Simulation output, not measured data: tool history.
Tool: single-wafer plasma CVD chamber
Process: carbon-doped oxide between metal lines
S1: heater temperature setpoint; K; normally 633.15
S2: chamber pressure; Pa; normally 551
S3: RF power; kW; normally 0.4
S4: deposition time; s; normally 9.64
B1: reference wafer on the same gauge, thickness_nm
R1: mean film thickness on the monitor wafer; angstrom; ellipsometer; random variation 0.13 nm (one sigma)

| run | hour | S1 | S2 | S3 | S4 | B1 | R1 |
|---|---|---|---|---|---|---|---|
| 1 | 0 | 633.15 | 551 | 0.4 | 9.64 | 30.926 | 354.57 |
| 2 | 29.6 | 633.15 | 551 | 0.4 | 9.64 | 30.926 | 352.28 |
| 3 | 45.5 | 633.15 | 515 | 0.4 | 9.64 | 30.884 | 352.23 |
| 4 | 75.4 | 633.15 | 515 | 0.4 | 9.64 | 30.932 | 353.19 |
| 5 | 89.4 | 633.15 | 515 | 0.4 | 9.64 | 30.913 | 351.59 |
| 6 | 108 | 633.15 | 551 | 0.38 | 10.8 | 30.888 | 382.38 |
| 7 | 121.1 | 633.15 | 551 | 0.4 | 9.64 | 30.901 | 352.09 |
| 8 | 143.4 | 638.15 | 551 | 0.4 | 9.64 | 30.901 | 348.63 |
| 9 | 159.3 | 638.15 | 551 | 0.4 | 9.64 | 30.908 | 346.91 |
| 10 | 174.8 | 633.15 | 551 | 0.4 | 9.64 | 30.883 | 351.55 |
| 11 | 197.7 | 633.15 | 551 | 0.4 | 9.64 | 30.874 | 352.14 |
|  | 217.1 | capacitance manometer re-zeroed and calibrated |
| 12 | 217.6 | 633.15 | 551 | 0.4 | 9.64 | 30.913 | 351.14 |
| 13 | 238.1 | 639.15 | 551 | 0.4 | 9.64 | 30.916 | 343.58 |
|  | 253.1 | RF generator calibrated |
| 14 | 253.6 | 633.15 | 623 | 0.4 | 11.35 | 30.885 | 435.88 |
| 15 | 282.4 | 628.15 | 551 | 0.4 | 8.97 | 30.903 | 347.31 |
| 16 | 305.8 | 628.15 | 551 | 0.4 | 9.64 | 30.876 | 372.03 |
| 17 | 330.6 | 633.15 | 484 | 0.42 | 8.11 | 30.93 | 315.01 |
|  | 348 | gauge calibrated |
| 18 | 363.1 | 645.15 | 429 | 0.4 | 11.28 | 30.928 | 404.62 |
| 19 | 383.3 | 633.15 | 667 | 0.4 | 10.9 | 30.866 | 420.29 |
|  | 408 | thermocouple changed; heater temperature recalibrated |
| 20 | 410.7 | 633.15 | 551 | 0.4 | 9.64 | 30.892 | 365.58 |
| 21 | 432.2 | 637.15 | 551 | 0.4 | 9.64 | 30.917 | 362.13 |
| 22 | 467.3 | 633.15 | 551 | 0.4 | 9.64 | 30.903 | 365.91 |
|  | 501.9 | showerhead replaced |
| 23 | 502.4 | 619.15 | 683 | 0.4 | 9.64 | 30.887 | 387.46 |
| 24 | 573 | 633.15 | 623 | 0.4 | 11.35 | 30.89 | 429.81 |
| 25 | 602.7 | 643.15 | 496 | 0.365 | 11.47 | 30.891 | 395.77 |
| 26 | 637.4 | 633.15 | 551 | 0.4 | 9.64 | 30.914 | 363.06 |
| 27 | 649.7 | 633.15 | 609 | 0.4 | 9.64 | 30.904 | 364.54 |

Hidden state, per run?
wafer temperature above the value expected at the setpoint (K): 0 in every run
true pressure above the setpoint (%): 0 in every run
gauge reads high (%): 0 in every run
H1: delivered RF power above the setpoint (%)
| run | H1 |
|---|---|
| 1 | -6.91 |
| 2 | -7.05 |
| 3 | -7.12 |
| 4 | -7.26 |
| 5 | -7.33 |
| 6 | -7.41 |
| 7 | -7.47 |
| 8 | -7.58 |
| 9 | -7.65 |
| 10 | -7.72 |
| 11 | -7.83 |
| 12 | -7.92 |
| 13 | -8.01 |
| 14 | -0.412 |
| 15 | -0.545 |
| 16 | -0.654 |
| 17 | -0.768 |
| 18 | -0.918 |
| 19 | -1.01 |
| 20 | -1.14 |
| 21 | -1.24 |
| 22 | -1.4 |
| 23 | -1.56 |
| 24 | -1.89 |
| 25 | -2.03 |
| 26 | -2.19 |
| 27 | -2.24 |
